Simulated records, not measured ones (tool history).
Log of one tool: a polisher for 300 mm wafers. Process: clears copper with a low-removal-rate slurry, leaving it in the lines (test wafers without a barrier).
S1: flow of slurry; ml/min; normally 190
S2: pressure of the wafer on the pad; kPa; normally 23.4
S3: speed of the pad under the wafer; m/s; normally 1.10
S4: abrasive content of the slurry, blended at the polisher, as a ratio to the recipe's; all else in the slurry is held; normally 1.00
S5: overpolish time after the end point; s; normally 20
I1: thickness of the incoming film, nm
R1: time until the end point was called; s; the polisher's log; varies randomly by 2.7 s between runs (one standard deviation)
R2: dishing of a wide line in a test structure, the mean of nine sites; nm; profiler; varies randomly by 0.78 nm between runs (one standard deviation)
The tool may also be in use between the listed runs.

{"run": 1, "hour": 0.0, "S1": 190, "S2": 26.9, "S3": 1.1, "S4": 1.0, "S5": 20, "I1": 460.9, "R1": 130.8, "R2": 34.7}
{"run": 2, "hour": 70.9, "S1": 190, "S2": 23.4, "S3": 1.1, "S4": 1.0, "S5": 20, "I1": 461.9, "R1": 144.8, "R2": 33.8}
{"run": 3, "hour": 149.8, "S1": 190, "S2": 23.4, "S3": 1.1, "S4": 1.0, "S5": 20, "I1": 459.9, "R1": 147.3, "R2": 33.6}
{"run": 4, "hour": 197.6, "S1": 190, "S2": 23.4, "S3": 1.1, "S4": 1.0, "S5": 20, "I1": 466.9, "R1": 154.8, "R2": 32.2}
{"run": 5, "hour": 277.2, "S1": 190, "S2": 23.4, "S3": 1.1, "S4": 1.0, "S5": 20, "I1": 454.3, "R1": 151.2, "R2": 32.0}
{"run": 6, "hour": 319.2, "S1": 190, "S2": 23.4, "S3": 1.1, "S4": 1.0, "S5": 20, "I1": 463.5, "R1": 151.6, "R2": 33.2}
{"hour": 348.6, "done": "worn pad replaced by a new one"}
{"hour": 369.3, "done": "slurry blender recalibrated"}
{"run": 7, "hour": 374.0, "S1": 190, "S2": 18.6, "S3": 0.92, "S4": 1.0, "S5": 20, "I1": 452.4, "R1": 217.8, "R2": 25.3}
{"run": 8, "hour": 411.1, "S1": 190, "S2": 23.4, "S3": 1.1, "S4": 1.0, "S5": 13, "I1": 463.4, "R1": 154.9, "R2": 24.3}
{"hour": 421.4, "done": "slurry nozzle cleaned"}
{"run": 9, "hour": 499.4, "S1": 190, "S2": 23.4, "S3": 1.1, "S4": 1.0, "S5": 20, "I1": 464.3, "R1": 156.5, "R2": 32.5}
{"run": 10, "hour": 567.9, "S1": 190, "S2": 29.6, "S3": 1.32, "S4": 1.25, "S5": 20, "I1": 465.6, "R1": 101.8, "R2": 41.5}
{"run": 11, "hour": 635.7, "S1": 190, "S2": 23.4, "S3": 1.1, "S4": 1.0, "S5": 20, "I1": 452.8, "R1": 157.2, "R2": 31.5}
{"run": 12, "hour": 680.5, "S1": 190, "S2": 16.5, "S3": 1.1, "S4": 0.75, "S5": 24, "I1": 463.1, "R1": 241.7, "R2": 27.8}
{"run": 13, "hour": 787.9, "S1": 190, "S2": 23.4, "S3": 1.1, "S4": 1.0, "S5": 20, "I1": 465.7, "R1": 166.2, "R2": 32.5}
{"run": 14, "hour": 1063.5, "S1": 130, "S2": 23.4, "S3": 1.1, "S4": 1.0, "S5": 20, "I1": 459.4, "R1": 179.1, "R2": 30.4}
{"hour": 1078.6, "done": "worn pad replaced by a new one"}
{"run": 15, "hour": 1138.7, "S1": 190, "S2": 23.4, "S3": 1.1, "S4": 1.0, "S5": 20, "I1": 457.1, "R1": 171.7, "R2": 30.8}
{"hour": 1159.5, "done": "slurry nozzle cleaned"}
{"hour": 1171.2, "done": "slurry blender recalibrated"}
{"hour": 1175.5, "done": "head pressure recalibrated"}
{"run": 16, "hour": 1231.9, "S1": 190, "S2": 18.6, "S3": 1.1, "S4": 1.0, "S5": 20, "I1": 465.8, "R1": 182.5, "R2": 28.5}
{"run": 17, "hour": 1301.0, "S1": 190, "S2": 20.7, "S3": 1.1, "S4": 1.0, "S5": 20, "I1": 452.9, "R1": 160.7, "R2": 31.9}
{"run": 18, "hour": 1349.9, "S1": 165, "S2": 19.3, "S3": 1.1, "S4": 0.75, "S5": 11, "I1": 462.9, "R1": 185.8, "R2": 18.4}
{"run": 19, "hour": 1402.3, "S1": 190, "S2": 28.3, "S3": 1.1, "S4": 1.0, "S5": 20, "I1": 458.4, "R1": 121.5, "R2": 37.9}
{"run": 20, "hour": 1485.5, "S1": 165, "S2": 19.3, "S3": 1.1, "S4": 0.75, "S5": 11, "I1": 453.6, "R1": 188.9, "R2": 19.3}
{"run": 21, "hour": 1574.6, "S1": 190, "S2": 20.7, "S3": 1.1, "S4": 1.0, "S5": 20, "I1": 461.4, "R1": 162.3, "R2": 31.4}
{"run": 22, "hour": 1674.1, "S1": 160, "S2": 19.3, "S3": 1.42, "S4": 1.0, "S5": 20, "I1": 458.6, "R1": 138.2, "R2": 36.1}
{"run": 23, "hour": 1754.6, "S1": 190, "S2": 23.4, "S3": 1.1, "S4": 1.0, "S5": 15, "I1": 460.3, "R1": 139.6, "R2": 27.9}
{"run": 24, "hour": 1836.1, "S1": 190, "S2": 23.4, "S3": 1.1, "S4": 1.0, "S5": 20, "I1": 461.3, "R1": 147.7, "R2": 35.6}
{"hour": 1854.9, "done": "worn pad replaced by a new one"}
{"run": 25, "hour": 1899.9, "S1": 190, "S2": 23.4, "S3": 1.1, "S4": 1.0, "S5": 20, "I1": 459.7, "R1": 145.4, "R2": 33.3}
{"hour": 1924.2, "done": "slurry nozzle cleaned"}
{"run": 26, "hour": 1945.6, "S1": 190, "S2": 20.7, "S3": 1.28, "S4": 0.9, "S5": 11, "I1": 460.9, "R1": 151.2, "R2": 21.6}
{"hour": 1952.4, "done": "slurry blender recalibrated"}
{"run": 27, "hour": 2027.4, "S1": 190, "S2": 23.4, "S3": 0.96, "S4": 1.0, "S5": 20, "I1": 462.8, "R1": 168.4, "R2": 30.1}
{"run": 28, "hour": 2071.5, "S1": 145, "S2": 27.6, "S3": 1.1, "S4": 0.75, "S5": 20, "I1": 466.1, "R1": 142.5, "R2": 37.0}

Each row is a separate what-if for the run after 28, all from the same tool condition, not one after another. Results?
{"run": "A", "hour": 2072.0, "S1": 190, "S2": 23.4, "S3": 1.1, "S4": 1.0, "S5": 20, "I1": 460.1, "R1": "?", "R2": "?"}
{"run": "B", "hour": 2072.0, "S1": 190, "S2": 23.4, "S3": 0.74, "S4": 1.25, "S5": 20, "I1": 460.1, "R1": "?", "R2": "?"}
{"run": "C", "hour": 2072.0, "S1": 190, "S2": 18.6, "S3": 1.38, "S4": 1.3, "S5": 20, "I1": 460.1, "R1": "?", "R2": "?"}
{"run": "D", "hour": 2072.0, "S1": 235, "S2": 23.4, "S3": 1.1, "S4": 0.9, "S5": 8, "I1": 460.1, "R1": "?", "R2": "?"}

run=A R1=142.6 R2=33.9
run=B R1=201.6 R2=27.1
run=C R1=133.3 R2=34.9
run=D R1=142.9 R2=17.5
Without the tool's hidden state the same runs would have given:
run=A R1=138.0 R2=34.6
run=B R1=195.1 R2=27.7
run=C R1=129.1 R2=35.6
run=D R1=138.3 R2=18.0

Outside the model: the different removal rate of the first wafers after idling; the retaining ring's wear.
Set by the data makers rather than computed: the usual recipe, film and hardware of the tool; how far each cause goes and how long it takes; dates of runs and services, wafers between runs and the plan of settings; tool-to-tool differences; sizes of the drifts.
